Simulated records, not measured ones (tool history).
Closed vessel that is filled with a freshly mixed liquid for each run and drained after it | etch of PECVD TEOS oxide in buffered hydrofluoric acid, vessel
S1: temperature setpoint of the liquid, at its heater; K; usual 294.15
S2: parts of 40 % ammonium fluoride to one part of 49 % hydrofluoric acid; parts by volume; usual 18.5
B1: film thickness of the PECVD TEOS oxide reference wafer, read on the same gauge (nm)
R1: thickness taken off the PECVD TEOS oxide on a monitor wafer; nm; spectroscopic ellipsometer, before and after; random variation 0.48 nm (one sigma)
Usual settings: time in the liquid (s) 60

run 1 hour=0 | S1=294.15 S2=18.5 time_in_the_liquid_(s)=60 | B1=130.02 | R1=67.1
run 2 hour=34.1 | S1=294.15 S2=18.5 time_in_the_liquid_(s)=60 | B1=129.98 | R1=66.66
run 3 hour=108.1 | S1=294.15 S2=18.5 time_in_the_liquid_(s)=50 | B1=129.98 | R1=55.96
run 4 hour=146.6 | S1=294.15 S2=18.5 time_in_the_liquid_(s)=50 | B1=130.01 | R1=55.73
run 5 hour=173.1 | S1=294.15 S2=18.5 time_in_the_liquid_(s)=50 | B1=129.96 | R1=55.24
run 6 hour=197.9 | S1=294.15 S2=18.5 time_in_the_liquid_(s)=70 | B1=130.03 | R1=77.63
run 7 hour=243.4 | S1=294.15 S2=18.5 time_in_the_liquid_(s)=70 | B1=129.99 | R1=78.41
run 8 hour=429.7 | S1=294.15 S2=18.5 time_in_the_liquid_(s)=70 | B1=129.99 | R1=75.96
run 9 hour=564.5 | S1=294.15 S2=18.5 time_in_the_liquid_(s)=60 | B1=129.99 | R1=64.27
run 10 hour=635.6 | S1=294.15 S2=18.5 time_in_the_liquid_(s)=60 | B1=130 | R1=64.82
-- hour=650 thermometer replaced
run 11 hour=665.3 | S1=291.65 S2=18.5 time_in_the_liquid_(s)=75 | B1=130.02 | R1=70.26
run 12 hour=725.1 | S1=294.15 S2=18.5 time_in_the_liquid_(s)=60 | B1=130 | R1=64.31
-- hour=737.2 gauge calibrated
run 13 hour=766.1 | S1=294.15 S2=18.5 time_in_the_liquid_(s)=60 | B1=130 | R1=63.97
run 14 hour=814 | S1=294.15 S2=13 time_in_the_liquid_(s)=60 | B1=130.01 | R1=89.32
run 15 hour=840.3 | S1=294.15 S2=13 time_in_the_liquid_(s)=60 | B1=130.04 | R1=89.9
-- hour=847.9 hydrofluoric acid flow meter replaced
run 16 hour=890.2 | S1=294.15 S2=18.5 time_in_the_liquid_(s)=60 | B1=130 | R1=68.88
run 17 hour=954.8 | S1=291.65 S2=12.5 time_in_the_liquid_(s)=85 | B1=129.98 | R1=121.58
run 18 hour=1017 | S1=297.15 S2=24 time_in_the_liquid_(s)=50 | B1=129.97 | R1=54.55
run 19 hour=1061.9 | S1=292.15 S2=13 time_in_the_liquid_(s)=70 | B1=130 | R1=97.74
run 20 hour=1091.7 | S1=294.15 S2=18.5 time_in_the_liquid_(s)=45 | B1=130.03 | R1=50.18
run 21 hour=1120.1 | S1=296.15 S2=15.5 time_in_the_liquid_(s)=45 | B1=129.99 | R1=67.12
run 22 hour=1145.2 | S1=298.15 S2=18.5 time_in_the_liquid_(s)=75 | B1=130 | R1=104.46
run 23 hour=1199.1 | S1=291.15 S2=21.5 time_in_the_liquid_(s)=70 | B1=130.01 | R1=58.17
run 24 hour=1234.9 | S1=297.15 S2=18.5 time_in_the_liquid_(s)=60 | B1=129.98 | R1=77.47
run 25 hour=1279.2 | S1=290.15 S2=18.5 time_in_the_liquid_(s)=75 | B1=130 | R1=66.33
run 26 hour=1335 | S1=294.15 S2=18.5 time_in_the_liquid_(s)=60 | B1=129.98 | R1=65.11
run 27 hour=1382.6 | S1=294.15 S2=18.5 time_in_the_liquid_(s)=60 | B1=130.03 | R1=65.57
run 28 hour=1413.4 | S1=294.15 S2=18.5 time_in_the_liquid_(s)=90 | B1=130 | R1=97.27
run 29 hour=1453.3 | S1=294.15 S2=25.5 time_in_the_liquid_(s)=30 | B1=129.97 | R1=25.8
run 30 hour=1523.3 | S1=290.15 S2=18.5 time_in_the_liquid_(s)=60 | B1=129.98 | R1=51.96
-- hour=1567.8 gauge calibrated
run 31 hour=1572.1 | S1=294.15 S2=18.5 time_in_the_liquid_(s)=60 | B1=130.05 | R1=64.6
run 32 hour=1622.7 | S1=296.15 S2=15.5 time_in_the_liquid_(s)=45 | B1=130.03 | R1=64

Forecast each of these 3 alternatives for the next run:
run A hour=1623.4 | S1=294.15 S2=18.5 time_in_the_liquid_(s)=60 | B1=? | R1=?
run B hour=1623.4 | S1=291.15 S2=21.5 time_in_the_liquid_(s)=85 | B1=? | R1=?
run C hour=1623.4 | S1=291.15 S2=18.5 time_in_the_liquid_(s)=60 | B1=? | R1=?

run=A B1=129.98 R1=63.98
run=B B1=129.98 R1=68.63
run=C B1=129.98 R1=54.03
Without the tool's hidden state the same runs would have given:
run=A R1=67.92
run=B R1=71.57
run=C R1=57.36

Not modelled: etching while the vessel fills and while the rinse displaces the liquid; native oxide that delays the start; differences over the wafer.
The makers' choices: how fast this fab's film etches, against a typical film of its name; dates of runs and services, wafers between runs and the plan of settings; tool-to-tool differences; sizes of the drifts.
